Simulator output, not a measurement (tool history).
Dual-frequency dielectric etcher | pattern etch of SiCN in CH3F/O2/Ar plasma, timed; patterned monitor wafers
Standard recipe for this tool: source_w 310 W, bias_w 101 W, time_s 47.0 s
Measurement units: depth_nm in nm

| run | hour | source_w | bias_w | time_s | read-back reference wafer on the same gauge, depth_nm | depth_nm |
|---|---|---|---|---|---|---|
| 1 | 0.0 | 310 | 101 | 55.0 | 20.87 | 21.79 |
| 2 | 51.5 | 310 | 101 | 47.0 | 20.87 | 18.70 |
| 3 | 78.6 | 310 | 119 | 47.0 | 20.93 | 19.87 |
| 4 | 123.9 | 310 | 119 | 47.0 | 20.90 | 19.50 |
| 5 | 186.2 | 310 | 101 | 47.0 | 20.97 | 18.79 |
| 6 | 216.0 | 310 | 101 | 47.0 | 20.88 | 18.61 |
| 7 | 253.4 | 340 | 101 | 53.5 | 20.90 | 22.29 |
| 8 | 302.0 | 340 | 101 | 53.5 | 20.90 | 22.34 |
| 9 | 351.6 | 310 | 101 | 47.0 | 20.92 | 18.80 |
| 10 | 376.3 | 310 | 101 | 58.0 | 20.91 | 23.13 |
| 11 | 406.4 | 250 | 94 | 33.0 | 20.88 | 11.24 |
| 12 | 457.1 | 360 | 121 | 47.0 | 20.94 | 21.56 |
| 13 | 524.5 | 290 | 101 | 60.5 | 20.90 | 23.39 |
| 14 | 554.1 | 370 | 101 | 42.0 | 20.92 | 18.40 |
| 15 | 605.2 | 250 | 122 | 37.0 | 20.90 | 13.70 |
| 16 | 662.4 | 350 | 87 | 47.0 | 20.88 | 19.26 |
| 17 | 769.1 | 310 | 101 | 47.0 | 20.91 | 18.80 |
| 18 | 811.4 | 310 | 101 | 47.0 | 20.87 | 18.81 |
| 19 | 844.1 | 360 | 85 | 47.0 | 20.90 | 19.32 |
| 20 | 893.4 | 290 | 89 | 57.0 | 20.88 | 21.11 |
| 21 | 958.2 | 330 | 101 | 47.0 | 20.89 | 19.53 |
| 22 | 1014.0 | 310 | 101 | 40.0 | 20.94 | 16.03 |
| 23 | 1054.7 | 350 | 122 | 50.5 | 20.96 | 23.04 |
| 24 | 1124.8 | 310 | 101 | 47.0 | 20.93 | 18.92 |
| 25 | 1156.8 | 310 | 84 | 47.0 | 20.87 | 17.70 |
| 26 | 1221.9 | 310 | 101 | 47.0 | 20.89 | 18.72 |
| 27 | 1273.3 | 270 | 91 | 38.5 | 20.90 | 13.66 |
| 28 | 1309.3 | 340 | 124 | 47.0 | 20.92 | 21.15 |
| 29 | 1371.0 | 340 | 83 | 37.0 | 20.93 | 14.67 |
| 30 | 1422.3 | 270 | 91 | 47.0 | 20.90 | 16.74 |
| 31 | 1477.9 | 370 | 101 | 42.0 | 20.93 | 18.46 |

The log once held 6 entries between its listed runs, left out of this copy. Where does each go, and what is different about the tool's unlogged condition between the listed run before it and the listed run after it?
Run 9 -> run 10: gauge calibrated (hour 365.6)
  no hidden state differs between the two runs
Run 11 -> run 12: upper electrode replaced (hour 433.0)
  no hidden state differs between the two runs
Run 12 -> run 13: source power generator calibrated (hour 471.3)
  no hidden state differs between the two runs
Run 14 -> run 15: wet clean of the chamber (hour 604.7)
  no hidden state differs between the two runs
Run 19 -> run 20: bias power generator calibrated (hour 852.3)
  no hidden state differs between the two runs
Run 25 -> run 26: wet clean of the chamber (hour 1221.4)
  no hidden state differs between the two runs
